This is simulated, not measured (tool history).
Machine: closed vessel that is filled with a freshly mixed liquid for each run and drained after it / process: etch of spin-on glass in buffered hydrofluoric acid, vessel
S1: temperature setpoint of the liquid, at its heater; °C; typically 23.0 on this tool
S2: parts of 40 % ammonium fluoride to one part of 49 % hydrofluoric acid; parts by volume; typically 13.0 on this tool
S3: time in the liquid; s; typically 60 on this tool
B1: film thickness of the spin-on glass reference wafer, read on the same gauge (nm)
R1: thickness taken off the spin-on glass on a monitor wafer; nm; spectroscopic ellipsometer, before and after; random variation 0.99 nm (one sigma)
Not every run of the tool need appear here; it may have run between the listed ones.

run     day    S1    S2  S3     B1      R1
  1   0.000  23.0  13.0  60  29.99  149.55
  2   5.021  23.0  13.0  60  30.00  153.17
  3   6.858  23.0  13.0  60  30.04  153.58
      8.175  -- thermometer replaced
  4   9.438  23.0  13.0  60  30.00  144.18
  5  10.900  26.0  13.0  75  29.99  213.43
  6  17.525  26.0  13.0  75  30.00  219.32
  7  18.908  23.0  13.0  35  30.04   88.16
     20.733  -- gauge calibrated
  8  21.692  23.0  13.0  35  29.99   89.62
  9  23.396  23.0  13.0  60  30.00  155.15
 10  26.333  23.0  13.0  60  29.98  155.69
     28.383  -- thermometer replaced
 11  28.521  23.0  13.0  60  30.04  148.69
 12  30.767  21.5  13.0  60  29.99  138.50
 13  33.096  21.5  13.0  60  30.00  141.44
 14  34.554  23.0  13.0  60  29.98  154.68
 15  35.658  23.0  13.0  60  30.01  154.65
 16  37.133  23.0  13.0  60  30.00  156.06
 17  39.425  20.5   9.0  45  30.01  143.79
 18  40.742  23.0  13.0  60  30.00  159.20
 19  42.562  24.5  18.0  30  29.97   62.51
 20  45.271  23.0  11.0  30  30.00   96.14
     47.254  -- hydrofluoric acid flow meter replaced
 21  47.275  18.5  10.5  75  29.98  183.12
     48.029  -- thermometer replaced
 22  49.596  23.0  13.0  35  30.01   84.91
 23  50.979  23.0  15.0  60  29.99  125.86
 24  53.075  18.5  16.0  70  29.99  108.67
 25  54.538  23.0  11.0  70  30.00  202.90
 26  56.446  24.5  18.0  30  29.98   59.14
 27  59.175  23.0  11.5  75  29.98  212.49
     60.562  -- gauge calibrated
 28  61.525  24.5  17.0  80  29.97  170.36
 29  62.638  23.0  13.0  60  30.02  153.97
 30  65.229  23.0  13.0  60  29.99  155.12
 31  66.667  20.5  17.0  70  30.01  121.95

Below are 5 alternative next runs, each starting from the tool's condition after run 31. Predict each:
  A  66.696  23.0  13.0  60   ?   ?
  B  66.696  26.0  13.0  50   ?   ?
  C  66.696  27.0  11.0  75   ?   ?
  D  66.696  23.0  16.5  60   ?   ?
  E  66.696  23.0   8.5  60   ?   ?

run     B1      R1
  A  30.00  155.27
  B  30.00  152.13
  C  30.00  283.24
  D  30.00  122.88
  E  30.00  228.97
With the hidden condition removed and each run's random variation left untouched, the same runs would have given:
run      R1
  A  139.57
  B  136.93
  C  255.13
  D  110.43
  E  205.01
